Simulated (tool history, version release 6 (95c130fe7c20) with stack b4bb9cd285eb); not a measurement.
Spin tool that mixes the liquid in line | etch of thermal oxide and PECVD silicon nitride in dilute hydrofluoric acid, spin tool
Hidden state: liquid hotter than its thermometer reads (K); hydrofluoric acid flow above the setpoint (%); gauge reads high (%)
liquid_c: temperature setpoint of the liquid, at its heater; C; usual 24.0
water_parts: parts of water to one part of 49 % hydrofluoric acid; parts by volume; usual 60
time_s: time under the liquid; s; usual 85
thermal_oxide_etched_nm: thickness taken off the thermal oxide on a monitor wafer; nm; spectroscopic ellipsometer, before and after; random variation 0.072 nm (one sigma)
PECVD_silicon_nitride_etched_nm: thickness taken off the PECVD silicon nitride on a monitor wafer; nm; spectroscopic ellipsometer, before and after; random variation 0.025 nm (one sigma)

run,day,liquid_c,water_parts,time_s,wafers since the last listed run,hours since the thermometer was replaced,hours since the hydrofluoric acid flow meter was replaced,hours since the gauge calibration,"read-back film thickness of the thermal oxide reference wafer, read on the same gauge (nm)","read-back film thickness of the PECVD silicon nitride reference wafer, read on the same gauge (nm)",thermal_oxide_etched_nm,PECVD_silicon_nitride_etched_nm
1,0.000,24.0,60,85,0,986.1,2009.8,106.1,79.99,39.99,8.33,5.82
2,2.171,24.0,60,85,739,1038.2,2061.9,158.2,80.02,40.03,8.19,5.84
3,3.508,24.0,60,85,455,1070.3,2094.0,190.3,80.00,39.97,8.20,5.98
4,6.458,24.0,60,85,1004,1141.1,2164.8,261.1,79.99,40.02,8.47,5.98
5,7.712,24.0,60,85,427,1171.2,2194.9,291.2,80.00,39.99,8.37,5.93
# day 8.017: hydrofluoric acid flow meter replaced
# day 8.746: thermometer replaced
6,9.158,24.0,60,85,463,9.9,27.4,325.9,79.99,40.00,7.56,4.96
7,10.967,24.0,60,85,615,53.3,70.8,369.3,80.00,40.03,7.48,5.00
# day 11.000: gauge calibrated
8,12.417,24.0,60,85,493,88.1,105.6,34.0,79.99,40.05,7.52,5.03
9,14.342,28.0,30,40,655,134.3,151.8,80.2,80.02,40.01,8.86,6.15
10,16.371,26.0,60,125,690,183.0,200.5,128.9,80.00,40.00,12.21,8.62
11,18.129,20.5,45,45,598,225.2,242.7,171.1,80.00,39.99,4.79,2.82
12,19.771,24.0,50,50,558,264.6,282.1,210.5,79.99,40.00,5.46,3.62
13,21.604,24.0,60,85,624,308.6,326.1,254.5,80.01,40.01,7.55,5.24
14,23.854,24.0,60,45,766,362.6,380.1,308.5,79.99,40.03,4.17,2.77
15,26.475,27.0,90,55,892,425.5,443.0,371.4,79.99,40.02,3.62,2.80

Forecast each of these 3 alternatives for the next run:
A,26.492,24.0,60,85,5,425.9,443.4,371.8,?,?,?,?
B,26.492,24.0,60,115,5,425.9,443.4,371.8,?,?,?,?
C,26.492,24.0,60,100,5,425.9,443.4,371.8,?,?,?,?

run,"read-back film thickness of the thermal oxide reference wafer, read on the same gauge (nm)","read-back film thickness of the PECVD silicon nitride reference wafer, read on the same gauge (nm)",thermal_oxide_etched_nm,PECVD_silicon_nitride_etched_nm
A,80.01,40.02,7.80,5.31
B,80.01,40.02,10.56,7.18
C,80.01,40.02,9.18,6.24
Without the tool's hidden state the same runs would have given:
run,thermal_oxide_etched_nm,PECVD_silicon_nitride_etched_nm
A,7.50,4.97
B,10.15,6.72
C,8.82,5.85

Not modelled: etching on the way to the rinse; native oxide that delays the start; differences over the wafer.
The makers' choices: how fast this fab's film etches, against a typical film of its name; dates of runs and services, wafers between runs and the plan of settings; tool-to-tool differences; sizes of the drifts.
